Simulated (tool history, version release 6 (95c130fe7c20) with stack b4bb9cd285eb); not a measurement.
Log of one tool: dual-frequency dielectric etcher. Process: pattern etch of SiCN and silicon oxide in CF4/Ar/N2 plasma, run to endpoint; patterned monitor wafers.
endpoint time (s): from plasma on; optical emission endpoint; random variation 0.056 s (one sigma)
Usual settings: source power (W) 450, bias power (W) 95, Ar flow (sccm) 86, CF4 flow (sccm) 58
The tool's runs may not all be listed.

| run | hour | source power (W) | bias power (W) | Ar flow (sccm) | CF4 flow (sccm) | wafers since the last listed run | hours since the last wet clean | hours since the last source power generator calibration | hours since the last bias power generator calibration | hours since the last Ar flow controller change | hours since the last CF4 flow controller change | hours since the last upper electrode change | incoming incoming film thickness, nm | endpoint time (s) |
|---|---|---|---|---|---|---|---|---|---|---|---|---|---|---|
| 1 | 0.0 | 450 | 95 | 86 | 58 | 0 | 555.9 | 3863.6 | 1849.7 | 1795.4 | 2276.0 | 5665.1 | 16.41 | 19.3 |
| 2 | 9.1 | 450 | 95 | 98 | 58 | 178 | 565.0 | 3872.7 | 1858.8 | 1804.5 | 2285.1 | 5674.2 | 16.54 | 19.9 |
|  | 57.7 | CF4 flow controller replaced |
|  | 68.5 | wet clean of the chamber |
|  | 78.0 | upper electrode replaced |
| 3 | 78.5 | 450 | 95 | 98 | 58 | 845 | 10.0 | 3942.1 | 1928.2 | 1873.9 | 20.8 | 0.5 | 16.66 | 19.6 |
| 4 | 78.8 | 450 | 95 | 86 | 58 | 5 | 10.3 | 3942.4 | 1928.5 | 1874.2 | 21.1 | 0.8 | 16.44 | 18.9 |
| 5 | 79.2 | 450 | 95 | 86 | 58 | 7 | 10.7 | 3942.8 | 1928.9 | 1874.6 | 21.5 | 1.2 | 16.65 | 19.3 |
| 6 | 84.4 | 450 | 95 | 86 | 58 | 101 | 15.9 | 3948.0 | 1934.1 | 1879.8 | 26.7 | 6.4 | 16.48 | 19.1 |
|  | 92.6 | source power generator calibrated |
| 7 | 93.1 | 450 | 95 | 86 | 58 | 92 | 24.6 | 0.5 | 1942.8 | 1888.5 | 35.4 | 15.1 | 16.51 | 19.2 |
| 8 | 105.6 | 450 | 95 | 86 | 58 | 245 | 37.1 | 13.0 | 1955.3 | 1901.0 | 47.9 | 27.6 | 16.49 | 19.3 |
| 9 | 114.3 | 540 | 108 | 86 | 48 | 170 | 45.8 | 21.7 | 1964.0 | 1909.7 | 56.6 | 36.3 | 16.63 | 15.9 |
| 10 | 122.5 | 500 | 95 | 73 | 47 | 160 | 54.0 | 29.9 | 1972.2 | 1917.9 | 64.8 | 44.5 | 16.33 | 17.4 |
|  | 130.6 | Ar flow controller replaced |
|  | 133.0 | bias power generator calibrated |
| 11 | 140.1 | 420 | 73 | 86 | 51 | 182 | 71.6 | 47.5 | 7.1 | 9.5 | 82.4 | 62.1 | 16.56 | 23.8 |
| 12 | 154.3 | 450 | 95 | 86 | 58 | 278 | 85.8 | 61.7 | 21.3 | 23.7 | 96.6 | 76.3 | 16.34 | 19.1 |
| 13 | 162.5 | 450 | 95 | 71 | 72 | 160 | 94.0 | 69.9 | 29.5 | 31.9 | 104.8 | 84.5 | 16.40 | 18.4 |
| 14 | 176.0 | 370 | 106 | 86 | 49 | 264 | 107.5 | 83.4 | 43.0 | 45.4 | 118.3 | 98.0 | 16.37 | 21.3 |

Forecast each of these 4 alternatives for the next run:
| A | 176.4 | 450 | 95 | 86 | 53 | 7 | 107.9 | 83.8 | 43.4 | 45.8 | 118.7 | 98.4 | 16.55 | ? |
| B | 176.4 | 450 | 95 | 94 | 58 | 7 | 107.9 | 83.8 | 43.4 | 45.8 | 118.7 | 98.4 | 16.55 | ? |
| C | 176.4 | 450 | 95 | 86 | 68 | 7 | 107.9 | 83.8 | 43.4 | 45.8 | 118.7 | 98.4 | 16.55 | ? |
| D | 176.4 | 540 | 115 | 86 | 53 | 7 | 107.9 | 83.8 | 43.4 | 45.8 | 118.7 | 98.4 | 16.55 | ? |

| run | endpoint time (s) |
|---|---|
| A | 19.5 |
| B | 19.6 |
| C | 19.0 |
| D | 15.3 |
Without the tool's hidden state the same runs would have given:
| run | endpoint time (s) |
|---|---|
| A | 18.9 |
| B | 19.0 |
| C | 18.5 |
| D | 14.9 |
